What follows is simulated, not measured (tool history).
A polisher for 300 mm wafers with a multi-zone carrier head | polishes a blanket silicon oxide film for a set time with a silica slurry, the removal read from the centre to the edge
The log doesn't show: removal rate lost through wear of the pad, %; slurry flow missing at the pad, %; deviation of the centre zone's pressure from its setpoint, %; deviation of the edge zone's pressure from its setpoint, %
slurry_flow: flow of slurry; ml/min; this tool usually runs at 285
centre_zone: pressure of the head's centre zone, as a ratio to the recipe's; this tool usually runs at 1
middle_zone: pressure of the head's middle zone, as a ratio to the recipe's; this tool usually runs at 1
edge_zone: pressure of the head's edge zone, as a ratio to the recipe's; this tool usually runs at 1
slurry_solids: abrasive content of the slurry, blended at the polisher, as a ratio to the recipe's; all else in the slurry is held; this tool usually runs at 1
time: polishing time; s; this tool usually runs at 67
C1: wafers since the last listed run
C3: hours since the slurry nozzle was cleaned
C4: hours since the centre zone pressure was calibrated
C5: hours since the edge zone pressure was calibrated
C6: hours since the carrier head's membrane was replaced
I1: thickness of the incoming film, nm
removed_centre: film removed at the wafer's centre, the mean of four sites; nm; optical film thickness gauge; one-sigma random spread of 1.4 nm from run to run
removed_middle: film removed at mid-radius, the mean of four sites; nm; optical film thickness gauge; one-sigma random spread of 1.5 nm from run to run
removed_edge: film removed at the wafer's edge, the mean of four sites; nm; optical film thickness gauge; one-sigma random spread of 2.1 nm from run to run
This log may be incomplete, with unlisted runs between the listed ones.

run 1 hour=0 | slurry_flow=285 centre_zone=1.04 middle_zone=1 edge_zone=1 slurry_solids=1 time=67 | C1=0 wafers_polished_on_this_pad=2332 C3=87.9 C4=160.1 C5=665.3 C6=0.5 | I1=1851.4 | removed_centre=214.2 removed_middle=195.7 removed_edge=206.6
-- hour=22.5 worn pad replaced by a new one
run 2 hour=30.5 | slurry_flow=285 centre_zone=1.04 middle_zone=1 edge_zone=1 slurry_solids=1 time=67 | C1=315 wafers_polished_on_this_pad=95 C3=118.4 C4=190.6 C5=695.8 C6=31 | I1=1871.6 | removed_centre=217.9 removed_middle=196.7 removed_edge=203.4
run 3 hour=82.3 | slurry_flow=215 centre_zone=1 middle_zone=1 edge_zone=1 slurry_solids=1 time=67 | C1=616 wafers_polished_on_this_pad=711 C3=170.2 C4=242.4 C5=747.6 C6=82.8 | I1=1854.6 | removed_centre=206.1 removed_middle=191.3 removed_edge=201
run 4 hour=154 | slurry_flow=215 centre_zone=1 middle_zone=1 edge_zone=1 slurry_solids=1 time=67 | C1=853 wafers_polished_on_this_pad=1565 C3=241.9 C4=314.1 C5=819.3 C6=154.5 | I1=1864.8 | removed_centre=209.6 removed_middle=190.9 removed_edge=204.4
run 5 hour=193.2 | slurry_flow=215 centre_zone=1 middle_zone=1 edge_zone=1 slurry_solids=1 time=67 | C1=466 wafers_polished_on_this_pad=2031 C3=281.1 C4=353.3 C5=858.5 C6=193.7 | I1=1826.4 | removed_centre=209.4 removed_middle=188.5 removed_edge=204.2
-- hour=252.4 centre zone pressure recalibrated
run 6 hour=261.5 | slurry_flow=285 centre_zone=1 middle_zone=1.08 edge_zone=1 slurry_solids=1 time=75 | C1=789 wafers_polished_on_this_pad=2821 C3=349.4 C4=9.1 C5=926.8 C6=262 | I1=1873.3 | removed_centre=229.3 removed_middle=232.8 removed_edge=226.5
-- hour=265.6 slurry nozzle cleaned
-- hour=283.7 worn pad replaced by a new one
run 7 hour=292.4 | slurry_flow=285 centre_zone=1 middle_zone=1.08 edge_zone=1 slurry_solids=1 time=75 | C1=308 wafers_polished_on_this_pad=103 C3=26.8 C4=40 C5=957.7 C6=292.9 | I1=1850.2 | removed_centre=228.5 removed_middle=229.6 removed_edge=227.5
-- hour=327.8 edge zone pressure recalibrated
run 8 hour=340.3 | slurry_flow=285 centre_zone=1.04 middle_zone=1.08 edge_zone=1 slurry_solids=1 time=67 | C1=546 wafers_polished_on_this_pad=649 C3=74.7 C4=87.9 C5=12.5 C6=340.8 | I1=1873.7 | removed_centre=211.6 removed_middle=208.3 removed_edge=202.4
run 9 hour=366.7 | slurry_flow=285 centre_zone=1 middle_zone=1 edge_zone=1 slurry_solids=1 time=67 | C1=314 wafers_polished_on_this_pad=964 C3=101.1 C4=114.3 C5=38.9 C6=367.2 | I1=1875.3 | removed_centre=208.5 removed_middle=195.1 removed_edge=204.3
run 10 hour=399.8 | slurry_flow=285 centre_zone=1 middle_zone=1 edge_zone=1 slurry_solids=1 time=77 | C1=393 wafers_polished_on_this_pad=1358 C3=134.2 C4=147.4 C5=72 C6=400.3 | I1=1844 | removed_centre=239.5 removed_middle=224.8 removed_edge=238.5
run 11 hour=456.6 | slurry_flow=215 centre_zone=1 middle_zone=1 edge_zone=1 slurry_solids=1 time=67 | C1=676 wafers_polished_on_this_pad=2034 C3=191 C4=204.2 C5=128.8 C6=457.1 | I1=1820.2 | removed_centre=204.1 removed_middle=191.5 removed_edge=204.2
-- hour=502 worn pad replaced by a new one
-- hour=524.4 carrier head's membrane replaced by a new one
run 12 hour=540.2 | slurry_flow=285 centre_zone=0.95 middle_zone=1.09 edge_zone=1 slurry_solids=0.75 time=67 | C1=887 wafers_polished_on_this_pad=394 C3=274.6 C4=287.8 C5=212.4 C6=15.8 | I1=1834.7 | removed_centre=177.9 removed_middle=186.7 removed_edge=182.5
run 13 hour=567.6 | slurry_flow=285 centre_zone=0.93 middle_zone=1 edge_zone=1.09 slurry_solids=0.7 time=67 | C1=326 wafers_polished_on_this_pad=720 C3=302 C4=315.2 C5=239.8 C6=43.2 | I1=1832.9 | removed_centre=172.4 removed_middle=167 removed_edge=183.8
-- hour=663.9 centre zone pressure recalibrated
-- hour=720 worn pad replaced by a new one
-- hour=733 slurry nozzle cleaned
run 14 hour=767.6 | slurry_flow=345 centre_zone=0.89 middle_zone=1 edge_zone=1 slurry_solids=1 time=67 | C1=2297 wafers_polished_on_this_pad=554 C3=34.6 C4=103.7 C5=439.8 C6=243.2 | I1=1849.9 | removed_centre=186.6 removed_middle=198.9 removed_edge=207
run 15 hour=811.4 | slurry_flow=285 centre_zone=1.09 middle_zone=1.11 edge_zone=1 slurry_solids=1.2 time=67 | C1=521 wafers_polished_on_this_pad=1075 C3=78.4 C4=147.5 C5=483.6 C6=287 | I1=1821.8 | removed_centre=245.3 removed_middle=231.7 removed_edge=217.9
run 16 hour=860.5 | slurry_flow=210 centre_zone=0.97 middle_zone=1 edge_zone=1 slurry_solids=1 time=67 | C1=584 wafers_polished_on_this_pad=1660 C3=127.5 C4=196.6 C5=532.7 C6=336.1 | I1=1817.1 | removed_centre=194.9 removed_middle=191.6 removed_edge=198
run 17 hour=888.7 | slurry_flow=285 centre_zone=1 middle_zone=1 edge_zone=1 slurry_solids=1 time=67 | C1=335 wafers_polished_on_this_pad=1995 C3=155.7 C4=224.8 C5=560.9 C6=364.3 | I1=1843.3 | removed_centre=210.1 removed_middle=194 removed_edge=208.4
run 18 hour=950 | slurry_flow=210 centre_zone=1 middle_zone=1 edge_zone=1.06 slurry_solids=1 time=67 | C1=729 wafers_polished_on_this_pad=2725 C3=217 C4=286.1 C5=622.2 C6=425.6 | I1=1868.2 | removed_centre=208.2 removed_middle=191.8 removed_edge=206.8
-- hour=971.9 worn pad replaced by a new one
run 19 hour=979.6 | slurry_flow=285 centre_zone=0.91 middle_zone=0.91 edge_zone=1.06 slurry_solids=1 time=52 | C1=304 wafers_polished_on_this_pad=91 C3=246.6 C4=315.7 C5=651.8 C6=455.2 | I1=1829.6 | removed_centre=150.1 removed_middle=140.2 removed_edge=162.8
run 20 hour=1026.8 | slurry_flow=285 centre_zone=1 middle_zone=1 edge_zone=1 slurry_solids=1 time=67 | C1=561 wafers_polished_on_this_pad=653 C3=293.8 C4=362.9 C5=699 C6=502.4 | I1=1835.7 | removed_centre=220.1 removed_middle=194.9 removed_edge=206.9
run 21 hour=1057.2 | slurry_flow=285 centre_zone=1 middle_zone=1 edge_zone=1 slurry_solids=1.15 time=67 | C1=361 wafers_polished_on_this_pad=1015 C3=324.2 C4=393.3 C5=729.4 C6=532.8 | I1=1827.8 | removed_centre=229.5 removed_middle=206.3 removed_edge=216.2

Below are 4 alternative next runs, each starting from the tool's condition after run 21. Predict each:
run A hour=1057.6 | slurry_flow=285 centre_zone=1 middle_zone=1 edge_zone=1 slurry_solids=1 time=89 | C1=4 wafers_polished_on_this_pad=1020 C3=324.6 C4=393.7 C5=729.8 C6=533.2 | I1=1843.5 | removed_centre=? removed_middle=? removed_edge=?
run B hour=1057.6 | slurry_flow=350 centre_zone=1.05 middle_zone=1 edge_zone=1 slurry_solids=1.15 time=67 | C1=4 wafers_polished_on_this_pad=1020 C3=324.6 C4=393.7 C5=729.8 C6=533.2 | I1=1843.5 | removed_centre=? removed_middle=? removed_edge=?
run C hour=1057.6 | slurry_flow=315 centre_zone=1 middle_zone=0.95 edge_zone=1 slurry_solids=0.7 time=58 | C1=4 wafers_polished_on_this_pad=1020 C3=324.6 C4=393.7 C5=729.8 C6=533.2 | I1=1843.5 | removed_centre=? removed_middle=? removed_edge=?
run D hour=1057.6 | slurry_flow=285 centre_zone=1.11 middle_zone=1 edge_zone=1 slurry_solids=0.7 time=67 | C1=4 wafers_polished_on_this_pad=1020 C3=324.6 C4=393.7 C5=729.8 C6=533.2 | I1=1843.5 | removed_centre=? removed_middle=? removed_edge=?

run=A removed_centre=294.2 removed_middle=256.9 removed_edge=270.4
run=B removed_centre=249.2 removed_middle=206.9 removed_edge=217.1
run=C removed_centre=166.5 removed_middle=139.2 removed_edge=152.8
run=D removed_centre=212 removed_middle=166.6 removed_edge=175.5
Take away the tool's hidden state, keep each run's random variation, and the runs would have read:
run=A removed_centre=276 removed_middle=257 removed_edge=270.4
run=B removed_centre=233.9 removed_middle=206.9 removed_edge=217.1
run=C removed_centre=156.2 removed_middle=139.2 removed_edge=152.8
run=D removed_centre=199 removed_middle=166.7 removed_edge=175.5
